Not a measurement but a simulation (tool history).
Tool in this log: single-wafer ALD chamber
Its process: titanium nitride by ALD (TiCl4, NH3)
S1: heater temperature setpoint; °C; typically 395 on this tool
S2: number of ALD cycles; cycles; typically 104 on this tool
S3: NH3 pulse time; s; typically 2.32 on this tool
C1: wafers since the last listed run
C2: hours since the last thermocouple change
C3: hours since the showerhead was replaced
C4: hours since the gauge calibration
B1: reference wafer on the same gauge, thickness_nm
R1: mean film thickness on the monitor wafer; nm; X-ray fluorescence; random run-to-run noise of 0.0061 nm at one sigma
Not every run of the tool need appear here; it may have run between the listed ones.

Run 1, hour 0: usual settings; C1 0; C2 1072.6; C3 2444.8; C4 676.9; B1 2.336. Result: R1 2.444 nm.
Run 2, hour 83.4: usual settings; C1 180; C2 1156; C3 2528.2; C4 760.3; B1 2.337. Result: R1 2.431 nm.
Run 3, hour 140.5: usual settings; C1 123; C2 1213.1; C3 2585.3; C4 817.4; B1 2.34. Result: R1 2.442 nm.
Run 4, hour 199.9: usual settings but S3 2.84 s; C1 128; C2 1272.5; C3 2644.7; C4 876.8; B1 2.343. Result: R1 2.482 nm.
Run 5, hour 305.1: usual settings; C1 227; C2 1377.7; C3 2749.9; C4 982; B1 2.352. Result: R1 2.449 nm.
Run 6, hour 399.1: usual settings; C1 203; C2 1471.7; C3 2843.9; C4 1076; B1 2.357. Result: R1 2.466 nm.
At hour 448.1: gauge calibrated.
Run 7, hour 489.2: usual settings; C1 195; C2 1561.8; C3 2934; C4 41.1; B1 2.327. Result: R1 2.433 nm.
Run 8, hour 543.1: usual settings; C1 116; C2 1615.7; C3 2987.9; C4 95; B1 2.324. Result: R1 2.435 nm.
Run 9, hour 580.6: usual settings; C1 81; C2 1653.2; C3 3025.4; C4 132.5; B1 2.324. Result: R1 2.423 nm.
Run 10, hour 626.7: usual settings but S1 405 °C, S2 88 cycles, S3 2.04 s; C1 99; C2 1699.3; C3 3071.5; C4 178.6; B1 2.325. Result: R1 2.044 nm.
At hour 654: thermocouple changed; heater temperature recalibrated.
Run 11, hour 731.3: usual settings but S1 383 °C, S2 118 cycles, S3 1.92 s; C1 209; C2 77.3; C3 3176.1; C4 283.2; B1 2.329. Result: R1 2.67 nm.
At hour 804.6: showerhead replaced.
Run 12, hour 829.5: usual settings but S1 388 °C, S2 94 cycles, S3 3.23 s; C1 195; C2 175.5; C3 24.9; C4 381.4; B1 2.329. Result: R1 2.237 nm.
Run 13, hour 902.1: usual settings but S1 401 °C, S2 122 cycles; C1 157; C2 248.1; C3 97.5; C4 454; B1 2.334. Result: R1 2.882 nm.
Run 14, hour 1006.8: usual settings but S1 384 °C, S2 114 cycles, S3 2.04 s; C1 226; C2 352.8; C3 202.2; C4 558.7; B1 2.337. Result: R1 2.617 nm.
Run 15, hour 1086.4: usual settings; C1 172; C2 432.4; C3 281.8; C4 638.3; B1 2.339. Result: R1 2.441 nm.
Run 16, hour 1318.4: usual settings but S3 2.07 s; C1 502; C2 664.4; C3 513.8; C4 870.3; B1 2.354. Result: R1 2.434 nm.

Below are 4 alternative next runs, each starting from the tool's condition after run 16. Predict each:
Run A, hour 1319: usual settings but S3 2.96 s; C1 1; C2 665; C3 514.4; C4 870.9; B1 ?. Result: R1 ?.
Run B, hour 1319: usual settings but S1 386 °C, S2 89 cycles, S3 1.43 s; C1 1; C2 665; C3 514.4; C4 870.9; B1 ?. Result: R1 ?.
Run C, hour 1319: usual settings but S1 400 °C, S2 86 cycles, S3 3.04 s; C1 1; C2 665; C3 514.4; C4 870.9; B1 ?. Result: R1 ?.
Run D, hour 1319: usual settings but S1 381 °C, S2 117 cycles, S3 2.59 s; C1 1; C2 665; C3 514.4; C4 870.9; B1 ?. Result: R1 ?.

run     B1     R1
  A  2.352  2.482
  B  2.352  1.947
  C  2.352   2.06
  D  2.352   2.75
Without the tool's hidden state the same runs would have given:
run     R1
  A  2.447
  B   1.92
  C  2.031
  D  2.712
